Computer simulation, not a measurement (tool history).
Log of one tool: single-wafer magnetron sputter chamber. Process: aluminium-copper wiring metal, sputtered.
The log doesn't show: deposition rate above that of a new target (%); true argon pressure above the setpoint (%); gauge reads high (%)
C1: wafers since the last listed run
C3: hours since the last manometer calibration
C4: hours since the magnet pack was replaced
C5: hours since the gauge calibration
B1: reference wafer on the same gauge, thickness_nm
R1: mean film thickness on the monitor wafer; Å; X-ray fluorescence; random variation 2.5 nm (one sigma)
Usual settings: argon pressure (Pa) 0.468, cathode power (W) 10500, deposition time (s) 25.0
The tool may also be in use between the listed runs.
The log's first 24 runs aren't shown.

Run 25, hour 1315.5: usual settings but argon pressure (Pa) 0.326, cathode power (W) 11950, deposition time (s) 21.5; C1 1038; wafers on the sputter target 5266; C3 864.4; C4 176.8; C5 836.5; B1 452.951. Result: R1 4551.84 Å.
Run 26, hour 1354.4: usual settings but cathode power (W) 12450, deposition time (s) 27.6; C1 738; wafers on the sputter target 6005; C3 903.3; C4 215.7; C5 875.4; B1 452.814. Result: R1 5528.94 Å.
Run 27, hour 1397.1: usual settings but argon pressure (Pa) 0.360, cathode power (W) 8950, deposition time (s) 27.9; C1 810; wafers on the sputter target 6816; C3 946.0; C4 258.4; C5 918.1; B1 452.942. Result: R1 4495.01 Å.
At hour 1428.9: sputter target and shields replaced.
Run 28, hour 1453.5: usual settings; C1 919; wafers on the sputter target 467; C3 1002.4; C4 314.8; C5 974.5; B1 453.193. Result: R1 4442.93 Å.
Run 29, hour 1477.9: usual settings; C1 463; wafers on the sputter target 930; C3 1026.8; C4 339.2; C5 998.9; B1 453.633. Result: R1 4386.84 Å.
Run 30, hour 1509.2: usual settings; C1 594; wafers on the sputter target 1525; C3 1058.1; C4 370.5; C5 1030.2; B1 453.062. Result: R1 4403.63 Å.
Run 31, hour 1570.2: usual settings but argon pressure (Pa) 0.655, cathode power (W) 12850; C1 1158; wafers on the sputter target 2683; C3 1119.1; C4 431.5; C5 1091.2; B1 452.536. Result: R1 4647.17 Å.
Run 32, hour 1615.2: usual settings but argon pressure (Pa) 0.410, cathode power (W) 11850, deposition time (s) 20.0; C1 854; wafers on the sputter target 3538; C3 1164.1; C4 476.5; C5 1136.2; B1 452.832. Result: R1 4067.66 Å.
Run 33, hour 1642.5: usual settings but cathode power (W) 9400, deposition time (s) 22.8; C1 518; wafers on the sputter target 4056; C3 1191.4; C4 503.8; C5 1163.5; B1 453.136. Result: R1 3579.32 Å.
Run 34, hour 1688.4: usual settings but argon pressure (Pa) 0.549, cathode power (W) 8900, deposition time (s) 21.6; C1 871; wafers on the sputter target 4928; C3 1237.3; C4 549.7; C5 1209.4; B1 452.931. Result: R1 3075.28 Å.

4 ways to go on from here, each from the tool as it stands after run 34. What would each give?
Run A, hour 1688.8: usual settings but deposition time (s) 21.5; C1 7; wafers on the sputter target 4935; C3 1237.7; C4 550.1; C5 1209.8; B1 ?. Result: R1 ?.
Run B, hour 1688.8: usual settings but argon pressure (Pa) 0.369, cathode power (W) 11650, deposition time (s) 28.2; C1 7; wafers on the sputter target 4935; C3 1237.7; C4 550.1; C5 1209.8; B1 ?. Result: R1 ?.
Run C, hour 1688.8: usual settings but cathode power (W) 13050, deposition time (s) 27.6; C1 7; wafers on the sputter target 4935; C3 1237.7; C4 550.1; C5 1209.8; B1 ?. Result: R1 ?.
Run D, hour 1688.8: usual settings but deposition time (s) 29.8; C1 7; wafers on the sputter target 4935; C3 1237.7; C4 550.1; C5 1209.8; B1 ?. Result: R1 ?.

run       B1       R1
  A  453.003  3729.79
  B  453.003  5726.71
  C  453.003  5824.66
  D  453.003  5169.66
Without the tool's hidden state the same runs would have given:
run       R1
  A  3884.72
  B  5944.85
  C  6066.60
  D  5384.40
